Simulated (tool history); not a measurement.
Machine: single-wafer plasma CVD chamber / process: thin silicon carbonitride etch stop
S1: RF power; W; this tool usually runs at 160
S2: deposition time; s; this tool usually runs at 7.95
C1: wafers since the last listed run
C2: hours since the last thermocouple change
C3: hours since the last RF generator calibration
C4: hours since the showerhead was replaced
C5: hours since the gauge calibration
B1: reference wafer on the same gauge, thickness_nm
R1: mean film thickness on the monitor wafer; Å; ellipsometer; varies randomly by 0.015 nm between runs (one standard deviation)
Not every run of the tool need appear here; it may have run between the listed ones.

run 1 day=0 | S1=175 S2=7.95 | C1=0 C2=1919.2 C3=1281.4 C4=5267 C5=642.8 | B1=4.744 | R1=40.78
run 2 day=3.521 | S1=175 S2=7.95 | C1=1178 C2=2003.7 C3=1365.9 C4=5351.5 C5=727.3 | B1=4.746 | R1=40.59
-- day=5.738 gauge calibrated
run 3 day=7.675 | S1=175 S2=7.95 | C1=1390 C2=2103.4 C3=1465.6 C4=5451.2 C5=46.5 | B1=4.731 | R1=41.01
run 4 day=9.688 | S1=160 S2=8.34 | C1=673 C2=2151.7 C3=1513.9 C4=5499.5 C5=94.8 | B1=4.74 | R1=42.12
run 5 day=13.188 | S1=160 S2=8.34 | C1=1171 C2=2235.7 C3=1597.9 C4=5583.5 C5=178.8 | B1=4.737 | R1=41.85
run 6 day=15.05 | S1=160 S2=7.95 | C1=623 C2=2280.4 C3=1642.6 C4=5628.2 C5=223.5 | B1=4.735 | R1=39.77
run 7 day=18.492 | S1=160 S2=7.95 | C1=1152 C2=2363 C3=1725.2 C4=5710.8 C5=306.1 | B1=4.737 | R1=40.11
run 8 day=20.992 | S1=160 S2=7.95 | C1=836 C2=2423 C3=1785.2 C4=5770.8 C5=366.1 | B1=4.739 | R1=39.77
run 9 day=23.429 | S1=160 S2=7.95 | C1=815 C2=2481.5 C3=1843.7 C4=5829.3 C5=424.6 | B1=4.74 | R1=39.6
-- day=26.046 showerhead replaced
run 10 day=27.621 | S1=160 S2=7.95 | C1=1291 C2=2582.1 C3=1944.3 C4=37.8 C5=525.2 | B1=4.743 | R1=40.13
-- day=30.296 thermocouple changed; heater temperature recalibrated
run 11 day=31.983 | S1=160 S2=7.95 | C1=1348 C2=40.5 C3=2049 C4=142.5 C5=629.9 | B1=4.744 | R1=39.57
-- day=33.275 gauge calibrated
run 12 day=35.467 | S1=180 S2=8.44 | C1=1165 C2=124.1 C3=2132.6 C4=226.1 C5=52.6 | B1=4.738 | R1=43.6
run 13 day=38.862 | S1=180 S2=7.51 | C1=1136 C2=205.6 C3=2214.1 C4=307.6 C5=134.1 | B1=4.736 | R1=38.77
run 14 day=40.712 | S1=160 S2=6.65 | C1=619 C2=250 C3=2258.5 C4=352 C5=178.5 | B1=4.743 | R1=33.28
run 15 day=42.479 | S1=190 S2=6.89 | C1=591 C2=292.4 C3=2300.9 C4=394.4 C5=220.9 | B1=4.741 | R1=35.51
-- day=44.412 RF generator calibrated
run 16 day=45.662 | S1=145 S2=6.92 | C1=953 C2=368.8 C3=30 C4=470.8 C5=297.3 | B1=4.737 | R1=34.1
run 17 day=48.879 | S1=185 S2=8.47 | C1=1076 C2=446 C3=107.2 C4=548 C5=374.5 | B1=4.737 | R1=43.63
run 18 day=52.096 | S1=180 S2=7.32 | C1=1076 C2=523.2 C3=184.4 C4=625.2 C5=451.7 | B1=4.736 | R1=37.55
run 19 day=54.379 | S1=190 S2=6.55 | C1=764 C2=578 C3=239.2 C4=680 C5=506.5 | B1=4.74 | R1=34.29
run 20 day=56.112 | S1=180 S2=7.51 | C1=580 C2=619.6 C3=280.8 C4=721.6 C5=548.1 | B1=4.739 | R1=38.52
run 21 day=60.558 | S1=140 S2=7.95 | C1=1488 C2=726.3 C3=387.5 C4=828.3 C5=654.8 | B1=4.745 | R1=38.77

Each row is a separate what-if for the run after 21, all from the same tool condition, not one after another. Results?
run A day=60.575 | S1=160 S2=7.95 | C1=5 C2=726.7 C3=387.9 C4=828.7 C5=655.2 | B1=? | R1=?
run B day=60.575 | S1=175 S2=6.5 | C1=5 C2=726.7 C3=387.9 C4=828.7 C5=655.2 | B1=? | R1=?
run C day=60.575 | S1=160 S2=6.41 | C1=5 C2=726.7 C3=387.9 C4=828.7 C5=655.2 | B1=? | R1=?
run D day=60.575 | S1=140 S2=9.02 | C1=5 C2=726.7 C3=387.9 C4=828.7 C5=655.2 | B1=? | R1=?
run E day=60.575 | S1=170 S2=7.11 | C1=5 C2=726.7 C3=387.9 C4=828.7 C5=655.2 | B1=? | R1=?

run=A B1=4.74 R1=40.08
run=B B1=4.74 R1=33.4
run=C B1=4.74 R1=32.32
run=D B1=4.74 R1=44.25
run=E B1=4.74 R1=36.31
Had the tool no hidden state, the same runs would have come out as:
run=A R1=40.08
run=B R1=33.4
run=C R1=32.32
run=D R1=44.25
run=E R1=36.31
